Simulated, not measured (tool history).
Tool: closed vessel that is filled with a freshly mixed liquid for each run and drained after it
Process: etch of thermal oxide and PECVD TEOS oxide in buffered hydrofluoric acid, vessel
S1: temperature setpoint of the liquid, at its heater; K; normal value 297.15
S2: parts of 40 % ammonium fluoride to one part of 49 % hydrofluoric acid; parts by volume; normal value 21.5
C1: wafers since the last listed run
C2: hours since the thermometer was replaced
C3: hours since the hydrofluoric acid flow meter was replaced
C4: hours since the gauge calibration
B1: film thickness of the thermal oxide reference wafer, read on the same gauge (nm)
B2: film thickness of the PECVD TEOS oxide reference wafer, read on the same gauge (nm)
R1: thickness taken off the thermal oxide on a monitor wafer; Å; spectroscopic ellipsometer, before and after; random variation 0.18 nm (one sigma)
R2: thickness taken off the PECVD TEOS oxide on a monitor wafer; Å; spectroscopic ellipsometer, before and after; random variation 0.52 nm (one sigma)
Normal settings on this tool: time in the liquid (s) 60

{"run": 1, "hour": 0.0, "S1": 297.15, "S2": 21.5, "time in the liquid (s)": 60, "C1": 0, "C2": 782.4, "C3": 635.0, "C4": 840.0, "B1": 58.43, "B2": 106.99, "R1": 337.4, "R2": 709.7}
{"run": 2, "hour": 24.4, "S1": 297.15, "S2": 21.5, "time in the liquid (s)": 60, "C1": 3579, "C2": 806.8, "C3": 659.4, "C4": 864.4, "B1": 58.27, "B2": 106.81, "R1": 337.0, "R2": 714.3}
{"run": 3, "hour": 41.4, "S1": 297.15, "S2": 21.5, "time in the liquid (s)": 60, "C1": 2494, "C2": 823.8, "C3": 676.4, "C4": 881.4, "B1": 58.17, "B2": 106.66, "R1": 336.3, "R2": 703.2}
{"run": 4, "hour": 57.3, "S1": 297.15, "S2": 21.5, "time in the liquid (s)": 60, "C1": 2332, "C2": 839.7, "C3": 692.3, "C4": 897.3, "B1": 58.14, "B2": 106.53, "R1": 335.1, "R2": 699.0}
{"run": 5, "hour": 86.0, "S1": 297.15, "S2": 21.5, "time in the liquid (s)": 60, "C1": 4210, "C2": 868.4, "C3": 721.0, "C4": 926.0, "B1": 58.01, "B2": 106.32, "R1": 332.9, "R2": 713.3}
{"run": 6, "hour": 104.3, "S1": 297.15, "S2": 21.5, "time in the liquid (s)": 60, "C1": 2684, "C2": 886.7, "C3": 739.3, "C4": 944.3, "B1": 57.87, "B2": 106.17, "R1": 335.6, "R2": 700.4}
{"run": 7, "hour": 132.9, "S1": 300.15, "S2": 26.5, "time in the liquid (s)": 60, "C1": 4196, "C2": 915.3, "C3": 767.9, "C4": 972.9, "B1": 57.72, "B2": 105.94, "R1": 340.2, "R2": 712.3}
{"hour": 140.9, "done": "gauge calibrated"}
{"run": 8, "hour": 151.1, "S1": 301.65, "S2": 21.5, "time in the liquid (s)": 70, "C1": 2670, "C2": 933.5, "C3": 786.1, "C4": 10.2, "B1": 59.71, "B2": 109.49, "R1": 513.0, "R2": 1074.6}
{"run": 9, "hour": 184.1, "S1": 297.15, "S2": 21.5, "time in the liquid (s)": 60, "C1": 4841, "C2": 966.5, "C3": 819.1, "C4": 43.2, "B1": 59.71, "B2": 109.47, "R1": 343.0, "R2": 721.8}
{"run": 10, "hour": 213.1, "S1": 297.15, "S2": 21.5, "time in the liquid (s)": 60, "C1": 4254, "C2": 995.5, "C3": 848.1, "C4": 72.2, "B1": 59.76, "B2": 109.48, "R1": 345.2, "R2": 726.5}
{"run": 11, "hour": 237.1, "S1": 301.65, "S2": 26.5, "time in the liquid (s)": 35, "C1": 3521, "C2": 1019.5, "C3": 872.1, "C4": 96.2, "B1": 59.69, "B2": 109.43, "R1": 221.5, "R2": 462.7}
{"run": 12, "hour": 255.5, "S1": 301.65, "S2": 21.5, "time in the liquid (s)": 80, "C1": 2699, "C2": 1037.9, "C3": 890.5, "C4": 114.6, "B1": 59.68, "B2": 109.43, "R1": 588.1, "R2": 1227.6}
{"run": 13, "hour": 284.7, "S1": 294.65, "S2": 14.5, "time in the liquid (s)": 80, "C1": 4284, "C2": 1067.1, "C3": 919.7, "C4": 143.8, "B1": 59.69, "B2": 109.38, "R1": 578.5, "R2": 1197.1}
{"hour": 292.6, "done": "thermometer replaced"}
{"hour": 317.7, "done": "hydrofluoric acid flow meter replaced"}
{"run": 14, "hour": 320.5, "S1": 298.65, "S2": 21.5, "time in the liquid (s)": 50, "C1": 4958, "C2": 27.9, "C3": 2.8, "C4": 179.6, "B1": 59.57, "B2": 109.36, "R1": 311.2, "R2": 658.2}
{"run": 15, "hour": 349.5, "S1": 297.15, "S2": 21.5, "time in the liquid (s)": 30, "C1": 4254, "C2": 56.9, "C3": 31.8, "C4": 208.6, "B1": 59.63, "B2": 109.3, "R1": 172.4, "R2": 361.4}
{"run": 16, "hour": 375.0, "S1": 293.65, "S2": 21.5, "time in the liquid (s)": 35, "C1": 3741, "C2": 82.4, "C3": 57.3, "C4": 234.1, "B1": 59.57, "B2": 109.21, "R1": 166.2, "R2": 348.3}
{"run": 17, "hour": 398.4, "S1": 299.65, "S2": 21.5, "time in the liquid (s)": 50, "C1": 3433, "C2": 105.8, "C3": 80.7, "C4": 257.5, "B1": 59.58, "B2": 109.19, "R1": 327.7, "R2": 691.9}
{"run": 18, "hour": 423.6, "S1": 298.65, "S2": 15.5, "time in the liquid (s)": 35, "C1": 3697, "C2": 131.0, "C3": 105.9, "C4": 282.7, "B1": 59.54, "B2": 109.12, "R1": 296.2, "R2": 615.0}
{"run": 19, "hour": 446.6, "S1": 299.15, "S2": 28.5, "time in the liquid (s)": 30, "C1": 3374, "C2": 154.0, "C3": 128.9, "C4": 305.7, "B1": 59.51, "B2": 109.09, "R1": 158.8, "R2": 332.9}
{"run": 20, "hour": 534.9, "S1": 297.15, "S2": 21.5, "time in the liquid (s)": 60, "C1": 12954, "C2": 242.3, "C3": 217.2, "C4": 394.0, "B1": 59.32, "B2": 108.8, "R1": 341.6, "R2": 723.4}
{"run": 21, "hour": 558.9, "S1": 297.15, "S2": 21.5, "time in the liquid (s)": 60, "C1": 3521, "C2": 266.3, "C3": 241.2, "C4": 418.0, "B1": 59.3, "B2": 108.72, "R1": 344.9, "R2": 725.8}
{"run": 22, "hour": 589.2, "S1": 294.65, "S2": 24.5, "time in the liquid (s)": 60, "C1": 4445, "C2": 296.6, "C3": 271.5, "C4": 448.3, "B1": 59.24, "B2": 108.59, "R1": 271.4, "R2": 572.0}
{"run": 23, "hour": 602.3, "S1": 297.15, "S2": 21.5, "time in the liquid (s)": 60, "C1": 1921, "C2": 309.7, "C3": 284.6, "C4": 461.4, "B1": 59.22, "B2": 108.51, "R1": 345.0, "R2": 719.5}
{"run": 24, "hour": 630.1, "S1": 295.65, "S2": 18.0, "time in the liquid (s)": 95, "C1": 4078, "C2": 337.5, "C3": 312.4, "C4": 489.2, "B1": 59.11, "B2": 108.43, "R1": 584.6, "R2": 1238.0}
{"run": 25, "hour": 649.6, "S1": 299.65, "S2": 21.5, "time in the liquid (s)": 75, "C1": 2860, "C2": 357.0, "C3": 331.9, "C4": 508.7, "B1": 59.02, "B2": 108.31, "R1": 485.5, "R2": 1037.2}
{"run": 26, "hour": 670.6, "S1": 297.15, "S2": 21.5, "time in the liquid (s)": 45, "C1": 3081, "C2": 378.0, "C3": 352.9, "C4": 529.7, "B1": 59.02, "B2": 108.2, "R1": 256.2, "R2": 536.0}
{"run": 27, "hour": 697.2, "S1": 292.65, "S2": 24.0, "time in the liquid (s)": 60, "C1": 3902, "C2": 404.6, "C3": 379.5, "C4": 556.3, "B1": 59.0, "B2": 108.09, "R1": 244.5, "R2": 518.9}

Alternative continuations, all from the tool just after run 27; predict every row:
{"run": "A", "hour": 697.9, "S1": 297.15, "S2": 21.5, "time in the liquid (s)": 60, "C1": 102, "C2": 405.3, "C3": 380.2, "C4": 557.0, "B1": "?", "B2": "?", "R1": "?", "R2": "?"}
{"run": "B", "hour": 697.9, "S1": 293.65, "S2": 21.5, "time in the liquid (s)": 75, "C1": 102, "C2": 405.3, "C3": 380.2, "C4": 557.0, "B1": "?", "B2": "?", "R1": "?", "R2": "?"}
{"run": "C", "hour": 697.9, "S1": 292.15, "S2": 13.5, "time in the liquid (s)": 60, "C1": 102, "C2": 405.3, "C3": 380.2, "C4": 557.0, "B1": "?", "B2": "?", "R1": "?", "R2": "?"}

run=A B1=58.91 B2=108.08 R1=341.9 R2=709.4
run=B B1=58.91 B2=108.08 R1=352.0 R2=730.5
run=C B1=58.91 B2=108.08 R1=400.8 R2=831.7
Without the tool's hidden state the same runs would have given:
run=A R1=347.9 R2=722.0
run=B R1=358.3 R2=743.5
run=C R1=407.9 R2=846.5
